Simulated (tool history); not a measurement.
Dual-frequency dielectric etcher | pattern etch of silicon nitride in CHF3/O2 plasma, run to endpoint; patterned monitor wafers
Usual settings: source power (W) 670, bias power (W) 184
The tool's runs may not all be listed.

| run | day | source power (W) | bias power (W) | wafers since the last listed run | hours since the last wet clean | hours since the last source power generator calibration | hours since the last bias power generator calibration | hours since the last upper electrode change | incoming incoming film thickness, nm | endpoint time (s) |
|---|---|---|---|---|---|---|---|---|---|---|
| 1 | 0.000 | 670 | 184 | 0 | 351.5 | 3378.0 | 3973.0 | 1734.9 | 90.2 | 59.6 |
| 2 | 1.904 | 670 | 184 | 609 | 397.2 | 3423.7 | 4018.7 | 1780.6 | 89.3 | 59.3 |
| 3 | 3.917 | 670 | 184 | 643 | 445.5 | 3472.0 | 4067.0 | 1828.9 | 88.6 | 59.2 |
|  | 5.042 | wet clean of the chamber |
| 4 | 5.654 | 670 | 184 | 235 | 14.7 | 3513.7 | 4108.7 | 1870.6 | 89.1 | 57.3 |
| 5 | 7.888 | 670 | 184 | 714 | 68.3 | 3567.3 | 4162.3 | 1924.2 | 88.9 | 56.9 |
| 6 | 9.875 | 540 | 184 | 635 | 116.0 | 3615.0 | 4210.0 | 1971.9 | 89.0 | 62.4 |
| 7 | 12.858 | 670 | 184 | 954 | 187.6 | 3686.6 | 4281.6 | 2043.5 | 89.0 | 57.6 |
|  | 20.375 | wet clean of the chamber |
|  | 20.933 | upper electrode replaced |
| 8 | 20.954 | 670 | 184 | 2090 | 13.9 | 3880.9 | 4475.9 | 0.5 | 90.0 | 57.6 |
| 9 | 23.458 | 670 | 184 | 801 | 74.0 | 3941.0 | 4536.0 | 60.6 | 87.8 | 56.5 |
| 10 | 25.796 | 670 | 184 | 747 | 130.1 | 3997.1 | 4592.1 | 116.7 | 88.9 | 57.5 |
|  | 26.383 | source power generator calibrated |
| 11 | 27.500 | 670 | 184 | 491 | 171.0 | 26.8 | 4633.0 | 157.6 | 89.4 | 58.3 |
| 12 | 28.962 | 670 | 184 | 467 | 206.1 | 61.9 | 4668.1 | 192.7 | 89.1 | 58.2 |
| 13 | 30.054 | 670 | 184 | 349 | 232.3 | 88.1 | 4694.3 | 218.9 | 89.5 | 58.6 |
| 14 | 31.433 | 670 | 184 | 441 | 265.4 | 121.2 | 4727.4 | 252.0 | 89.3 | 58.5 |
| 15 | 32.629 | 670 | 184 | 382 | 294.1 | 149.9 | 4756.1 | 280.7 | 90.1 | 59.4 |
|  | 35.879 | wet clean of the chamber |
| 16 | 35.900 | 740 | 208 | 726 | 0.5 | 228.4 | 4834.6 | 359.2 | 90.3 | 52.9 |
| 17 | 36.717 | 670 | 172 | 261 | 20.1 | 248.0 | 4854.2 | 378.8 | 87.7 | 58.3 |
| 18 | 37.779 | 800 | 149 | 339 | 45.6 | 273.5 | 4879.7 | 404.3 | 90.5 | 60.0 |
| 19 | 39.088 | 720 | 184 | 418 | 77.0 | 304.9 | 4911.1 | 435.7 | 90.0 | 56.8 |
| 20 | 40.204 | 620 | 171 | 357 | 103.8 | 331.7 | 4937.9 | 462.5 | 88.6 | 61.3 |
|  | 41.038 | bias power generator calibrated |
| 21 | 41.646 | 670 | 214 | 407 | 138.4 | 366.3 | 14.6 | 497.1 | 90.0 | 54.8 |
| 22 | 44.421 | 670 | 146 | 887 | 205.0 | 432.9 | 81.2 | 563.7 | 88.2 | 64.7 |
| 23 | 45.683 | 670 | 164 | 403 | 235.3 | 463.2 | 111.5 | 594.0 | 90.0 | 62.7 |
| 24 | 48.588 | 670 | 184 | 929 | 305.0 | 532.9 | 181.2 | 663.7 | 90.2 | 59.6 |
|  | 51.571 | wet clean of the chamber |
| 25 | 51.592 | 670 | 184 | 641 | 0.5 | 605.0 | 253.3 | 735.8 | 90.2 | 57.6 |
| 26 | 54.358 | 730 | 197 | 885 | 66.9 | 671.4 | 319.7 | 802.2 | 89.3 | 53.6 |
| 27 | 61.483 | 740 | 145 | 2279 | 237.9 | 842.4 | 490.7 | 973.2 | 89.6 | 63.2 |
| 28 | 62.988 | 670 | 141 | 481 | 274.0 | 878.5 | 526.8 | 1009.3 | 87.8 | 65.6 |
| 29 | 65.658 | 770 | 148 | 854 | 338.1 | 942.6 | 590.9 | 1073.4 | 89.3 | 62.1 |

The same runs without the tool's hidden state, with the same run-to-run variation:
The hidden state here: etch rate over this chamber's usual, %; source power that arrives over what is set, %; bias power that arrives over what is set, %.
| run | endpoint time (s) |
|---|---|
| 1 | 57.4 |
| 2 | 56.9 |
| 3 | 56.5 |
| 4 | 57.4 |
| 5 | 56.7 |
| 6 | 62.0 |
| 7 | 56.8 |
| 8 | 57.5 |
| 9 | 56.0 |
| 10 | 56.7 |
| 11 | 57.3 |
| 12 | 57.0 |
| 13 | 57.3 |
| 14 | 57.0 |
| 15 | 57.7 |
| 16 | 52.5 |
| 17 | 57.7 |
| 18 | 59.4 |
| 19 | 56.0 |
| 20 | 60.3 |
| 21 | 53.7 |
| 22 | 63.1 |
| 23 | 60.9 |
| 24 | 57.6 |
| 25 | 57.5 |
| 26 | 53.2 |
| 27 | 61.7 |
| 28 | 63.9 |
| 29 | 60.1 |

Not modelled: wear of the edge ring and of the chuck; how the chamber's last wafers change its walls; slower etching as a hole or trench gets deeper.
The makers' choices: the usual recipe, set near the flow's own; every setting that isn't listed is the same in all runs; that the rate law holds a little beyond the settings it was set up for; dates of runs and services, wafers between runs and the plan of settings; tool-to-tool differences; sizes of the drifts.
